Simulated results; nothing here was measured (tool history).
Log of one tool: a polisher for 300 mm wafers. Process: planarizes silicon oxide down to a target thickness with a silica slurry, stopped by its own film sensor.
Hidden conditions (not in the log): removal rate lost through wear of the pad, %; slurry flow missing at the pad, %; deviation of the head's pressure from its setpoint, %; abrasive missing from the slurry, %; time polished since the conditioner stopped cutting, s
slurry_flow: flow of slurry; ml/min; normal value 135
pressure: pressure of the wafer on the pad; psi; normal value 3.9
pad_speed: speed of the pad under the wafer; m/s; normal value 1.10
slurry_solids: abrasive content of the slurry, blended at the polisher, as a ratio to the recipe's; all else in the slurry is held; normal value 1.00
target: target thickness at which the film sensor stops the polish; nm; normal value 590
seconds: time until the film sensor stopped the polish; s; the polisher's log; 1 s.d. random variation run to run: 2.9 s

| run | hour | slurry_flow | pressure | pad_speed | slurry_solids | target | wafers since the last listed run | wafers polished on this pad | hours since the slurry nozzle was cleaned | hours since the head pressure was calibrated | hours since the slurry blender was calibrated | hours since the conditioning disc was replaced | incoming thickness of the incoming film, nm | seconds |
|---|---|---|---|---|---|---|---|---|---|---|---|---|---|---|
| 1 | 0.0 | 135 | 3.9 | 1.10 | 1.00 | 618 | 0 | 927 | 484.4 | 699.7 | 88.5 | 178.3 | 968.5 | 183.5 |
|  | 14.6 | slurry blender recalibrated |
| 2 | 15.1 | 135 | 3.9 | 1.10 | 1.00 | 590 | 114 | 1042 | 499.5 | 714.8 | 0.5 | 193.4 | 957.3 | 199.8 |
| 3 | 21.1 | 135 | 3.9 | 1.10 | 1.00 | 590 | 52 | 1094 | 505.5 | 720.8 | 6.5 | 199.4 | 956.5 | 200.3 |
| 4 | 29.3 | 170 | 3.9 | 1.10 | 1.00 | 590 | 71 | 1166 | 513.7 | 729.0 | 14.7 | 207.6 | 952.2 | 194.4 |
|  | 36.3 | worn pad replaced by a new one |
|  | 51.2 | slurry nozzle cleaned |
| 5 | 63.0 | 170 | 3.9 | 1.10 | 1.00 | 590 | 250 | 224 | 11.8 | 762.7 | 48.4 | 241.3 | 969.2 | 173.5 |
| 6 | 78.7 | 135 | 4.7 | 1.34 | 1.00 | 590 | 137 | 361 | 27.5 | 778.4 | 64.1 | 257.0 | 963.1 | 134.7 |
| 7 | 87.8 | 135 | 3.9 | 1.10 | 1.00 | 590 | 79 | 441 | 36.6 | 787.5 | 73.2 | 266.1 | 955.5 | 178.1 |
| 8 | 103.3 | 135 | 3.9 | 0.98 | 1.00 | 590 | 135 | 576 | 52.1 | 803.0 | 88.7 | 281.6 | 945.6 | 188.2 |
|  | 109.4 | slurry blender recalibrated |
| 9 | 116.7 | 135 | 3.9 | 1.10 | 0.70 | 711 | 99 | 676 | 65.5 | 816.4 | 7.3 | 295.0 | 962.4 | 132.9 |
| 10 | 133.8 | 135 | 3.9 | 1.10 | 1.25 | 490 | 149 | 826 | 82.6 | 833.5 | 24.4 | 312.1 | 956.9 | 219.4 |
| 11 | 142.1 | 100 | 4.4 | 1.10 | 1.10 | 684 | 72 | 898 | 90.9 | 841.8 | 32.7 | 320.4 | 971.9 | 133.4 |
| 12 | 156.7 | 135 | 3.9 | 1.10 | 1.00 | 590 | 127 | 1026 | 105.5 | 856.4 | 47.3 | 335.0 | 961.8 | 191.0 |
|  | 170.5 | worn pad replaced by a new one |
| 13 | 174.2 | 135 | 3.9 | 1.10 | 1.00 | 590 | 118 | 32 | 123.0 | 873.9 | 64.8 | 352.5 | 949.2 | 190.0 |
| 14 | 190.4 | 135 | 3.3 | 1.10 | 1.00 | 464 | 141 | 174 | 139.2 | 890.1 | 81.0 | 368.7 | 977.4 | 312.1 |
| 15 | 199.7 | 135 | 5.2 | 1.24 | 1.00 | 590 | 81 | 255 | 148.5 | 899.4 | 90.3 | 378.0 | 954.0 | 144.7 |
|  | 202.5 | slurry blender recalibrated |
|  | 215.4 | conditioning disc replaced and pad reconditioned |
| 16 | 216.9 | 135 | 3.9 | 0.82 | 1.00 | 590 | 115 | 370 | 165.7 | 916.6 | 14.4 | 1.5 | 953.1 | 201.1 |
| 17 | 234.2 | 135 | 4.6 | 1.42 | 0.70 | 709 | 151 | 522 | 183.0 | 933.9 | 31.7 | 18.8 | 959.1 | 82.4 |
|  | 244.7 | head pressure recalibrated |
| 18 | 245.2 | 170 | 4.9 | 1.44 | 0.85 | 590 | 78 | 600 | 194.0 | 0.5 | 42.7 | 29.8 | 959.7 | 106.2 |
| 19 | 260.6 | 135 | 3.9 | 1.10 | 1.10 | 590 | 134 | 735 | 209.4 | 15.9 | 58.1 | 45.2 | 961.6 | 159.3 |
| 20 | 276.1 | 135 | 3.9 | 1.10 | 1.00 | 590 | 135 | 871 | 224.9 | 31.4 | 73.6 | 60.7 | 945.9 | 158.3 |
| 21 | 285.2 | 135 | 2.7 | 1.28 | 1.00 | 638 | 79 | 950 | 234.0 | 40.5 | 82.7 | 69.8 | 961.8 | 176.2 |
| 22 | 301.5 | 135 | 3.9 | 1.10 | 1.00 | 678 | 142 | 1093 | 250.3 | 56.8 | 99.0 | 86.1 | 947.7 | 123.2 |
|  | 305.3 | slurry blender recalibrated |
| 23 | 307.5 | 135 | 2.6 | 1.34 | 1.25 | 590 | 34 | 1128 | 256.3 | 62.8 | 2.2 | 92.1 | 952.6 | 190.2 |
| 24 | 316.1 | 135 | 5.3 | 1.28 | 0.85 | 682 | 75 | 1203 | 264.9 | 71.4 | 10.8 | 100.7 | 964.6 | 87.6 |
|  | 322.6 | worn pad replaced by a new one |
| 25 | 329.9 | 135 | 3.9 | 1.10 | 1.00 | 590 | 85 | 63 | 278.7 | 85.2 | 24.6 | 114.5 | 976.5 | 178.7 |
| 26 | 344.8 | 135 | 3.9 | 1.10 | 1.00 | 590 | 130 | 193 | 293.6 | 100.1 | 39.5 | 129.4 | 957.2 | 159.6 |

Here are 3 independent what-if runs from the current tool condition. What would each one return?
| A | 345.3 | 135 | 3.2 | 1.10 | 1.00 | 590 | 4 | 198 | 294.1 | 100.6 | 40.0 | 129.9 | 960.5 | ? |
| B | 345.3 | 135 | 4.3 | 1.10 | 1.25 | 673 | 4 | 198 | 294.1 | 100.6 | 40.0 | 129.9 | 960.5 | ? |
| C | 345.3 | 135 | 3.9 | 1.10 | 1.00 | 633 | 4 | 198 | 294.1 | 100.6 | 40.0 | 129.9 | 960.5 | ? |

| run | seconds |
|---|---|
| A | 200.4 |
| B | 110.1 |
| C | 146.5 |
With no hidden state in the tool, these same runs would have given:
| run | seconds |
|---|---|
| A | 184.3 |
| B | 100.0 |
| C | 133.7 |

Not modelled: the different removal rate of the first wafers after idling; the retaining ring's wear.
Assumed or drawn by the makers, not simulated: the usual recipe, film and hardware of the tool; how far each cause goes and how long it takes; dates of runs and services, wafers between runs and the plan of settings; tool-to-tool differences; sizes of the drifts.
